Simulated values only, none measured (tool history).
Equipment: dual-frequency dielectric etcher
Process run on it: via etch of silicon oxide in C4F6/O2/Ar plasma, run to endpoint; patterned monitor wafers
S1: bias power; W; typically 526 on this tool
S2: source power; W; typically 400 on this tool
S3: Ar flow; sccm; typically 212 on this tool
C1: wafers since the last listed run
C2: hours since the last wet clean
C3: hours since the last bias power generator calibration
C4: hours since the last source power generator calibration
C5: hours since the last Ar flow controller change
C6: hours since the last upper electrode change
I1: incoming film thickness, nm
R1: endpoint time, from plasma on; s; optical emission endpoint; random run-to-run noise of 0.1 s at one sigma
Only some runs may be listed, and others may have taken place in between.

| run | hour | S1 | S2 | S3 | C1 | C2 | C3 | C4 | C5 | C6 | I1 | R1 |
|---|---|---|---|---|---|---|---|---|---|---|---|---|
| 1 | 0.0 | 526 | 400 | 237 | 0 | 266.2 | 4257.3 | 1616.5 | 1945.8 | 1196.4 | 85.5 | 17.5 |
| 2 | 26.3 | 526 | 400 | 237 | 480 | 292.5 | 4283.6 | 1642.8 | 1972.1 | 1222.7 | 85.2 | 17.4 |
| 3 | 54.5 | 583 | 400 | 190 | 515 | 320.7 | 4311.8 | 1671.0 | 2000.3 | 1250.9 | 86.0 | 16.5 |
| 4 | 140.2 | 583 | 400 | 190 | 1566 | 406.4 | 4397.5 | 1756.7 | 2086.0 | 1336.6 | 86.2 | 16.5 |
| 5 | 175.4 | 526 | 400 | 212 | 643 | 441.6 | 4432.7 | 1791.9 | 2121.2 | 1371.8 | 85.9 | 17.0 |
| 6 | 188.9 | 468 | 400 | 212 | 246 | 455.1 | 4446.2 | 1805.4 | 2134.7 | 1385.3 | 86.3 | 17.8 |
| 7 | 210.3 | 468 | 400 | 212 | 391 | 476.5 | 4467.6 | 1826.8 | 2156.1 | 1406.7 | 85.9 | 17.6 |
| 8 | 240.2 | 468 | 400 | 212 | 546 | 506.4 | 4497.5 | 1856.7 | 2186.0 | 1436.6 | 85.3 | 17.3 |
| 9 | 264.6 | 526 | 400 | 212 | 445 | 530.8 | 4521.9 | 1881.1 | 2210.4 | 1461.0 | 85.4 | 16.8 |
| 10 | 284.6 | 526 | 400 | 212 | 365 | 550.8 | 4541.9 | 1901.1 | 2230.4 | 1481.0 | 85.7 | 16.9 |
|  | 291.0 | Ar flow controller replaced |
|  | 297.1 | bias power generator calibrated |
| 11 | 307.3 | 526 | 400 | 212 | 232 | 573.5 | 10.2 | 1923.8 | 16.3 | 1503.7 | 85.5 | 16.6 |
|  | 333.3 | wet clean of the chamber |
| 12 | 333.8 | 526 | 400 | 212 | 45 | 0.5 | 36.7 | 1950.3 | 42.8 | 1530.2 | 85.1 | 17.4 |
| 13 | 343.4 | 526 | 400 | 229 | 175 | 10.1 | 46.3 | 1959.9 | 52.4 | 1539.8 | 85.5 | 17.5 |
| 14 | 377.0 | 605 | 400 | 212 | 614 | 43.7 | 79.9 | 1993.5 | 86.0 | 1573.4 | 85.5 | 16.6 |
| 15 | 398.5 | 526 | 400 | 229 | 392 | 65.2 | 101.4 | 2015.0 | 107.5 | 1594.9 | 85.6 | 17.7 |
| 16 | 429.4 | 526 | 400 | 212 | 564 | 96.1 | 132.3 | 2045.9 | 138.4 | 1625.8 | 85.2 | 17.4 |
| 17 | 445.6 | 526 | 400 | 253 | 296 | 112.3 | 148.5 | 2062.1 | 154.6 | 1642.0 | 85.0 | 17.5 |
|  | 533.9 | source power generator calibrated |
| 18 | 538.8 | 634 | 340 | 230 | 1630 | 205.5 | 241.7 | 4.9 | 247.8 | 1735.2 | 86.6 | 17.3 |
| 19 | 571.9 | 526 | 400 | 212 | 604 | 238.6 | 274.8 | 38.0 | 280.9 | 1768.3 | 84.5 | 16.9 |
|  | 597.5 | upper electrode replaced |
| 20 | 598.6 | 526 | 480 | 212 | 49 | 265.3 | 301.5 | 64.7 | 307.6 | 1.1 | 85.9 | 16.2 |
| 21 | 628.0 | 564 | 370 | 160 | 537 | 294.7 | 330.9 | 94.1 | 337.0 | 30.5 | 86.2 | 16.7 |
| 22 | 715.1 | 479 | 450 | 196 | 1591 | 381.8 | 418.0 | 181.2 | 424.1 | 117.6 | 86.0 | 16.6 |
| 23 | 746.4 | 480 | 300 | 196 | 572 | 413.1 | 449.3 | 212.5 | 455.4 | 148.9 | 85.8 | 18.6 |
| 24 | 771.0 | 526 | 400 | 212 | 449 | 437.7 | 473.9 | 237.1 | 480.0 | 173.5 | 85.6 | 16.8 |
| 25 | 783.1 | 626 | 340 | 254 | 221 | 449.8 | 486.0 | 249.2 | 492.1 | 185.6 | 85.8 | 17.2 |
| 26 | 804.9 | 526 | 400 | 212 | 398 | 471.6 | 507.8 | 271.0 | 513.9 | 207.4 | 85.1 | 16.7 |
| 27 | 818.1 | 616 | 300 | 174 | 241 | 484.8 | 521.0 | 284.2 | 527.1 | 220.6 | 86.4 | 17.1 |
| 28 | 851.8 | 581 | 350 | 246 | 615 | 518.5 | 554.7 | 317.9 | 560.8 | 254.3 | 86.4 | 17.4 |

Below are 5 alternative next runs, each starting from the tool's condition after run 28. Predict each:
| A | 852.2 | 410 | 400 | 212 | 7 | 518.9 | 555.1 | 318.3 | 561.2 | 254.7 | 85.2 | ? |
| B | 852.2 | 526 | 400 | 196 | 7 | 518.9 | 555.1 | 318.3 | 561.2 | 254.7 | 85.2 | ? |
| C | 852.2 | 526 | 400 | 181 | 7 | 518.9 | 555.1 | 318.3 | 561.2 | 254.7 | 85.2 | ? |
| D | 852.2 | 585 | 320 | 166 | 7 | 518.9 | 555.1 | 318.3 | 561.2 | 254.7 | 85.2 | ? |
| E | 852.2 | 526 | 310 | 212 | 7 | 518.9 | 555.1 | 318.3 | 561.2 | 254.7 | 85.2 | ? |

| run | R1 |
|---|---|
| A | 17.8 |
| B | 16.5 |
| C | 16.3 |
| D | 16.7 |
| E | 17.9 |
Take away the tool's hidden state, keep each run's random variation, and the runs would have read:
| run | R1 |
|---|---|
| A | 18.7 |
| B | 17.3 |
| C | 17.1 |
| D | 17.5 |
| E | 18.7 |
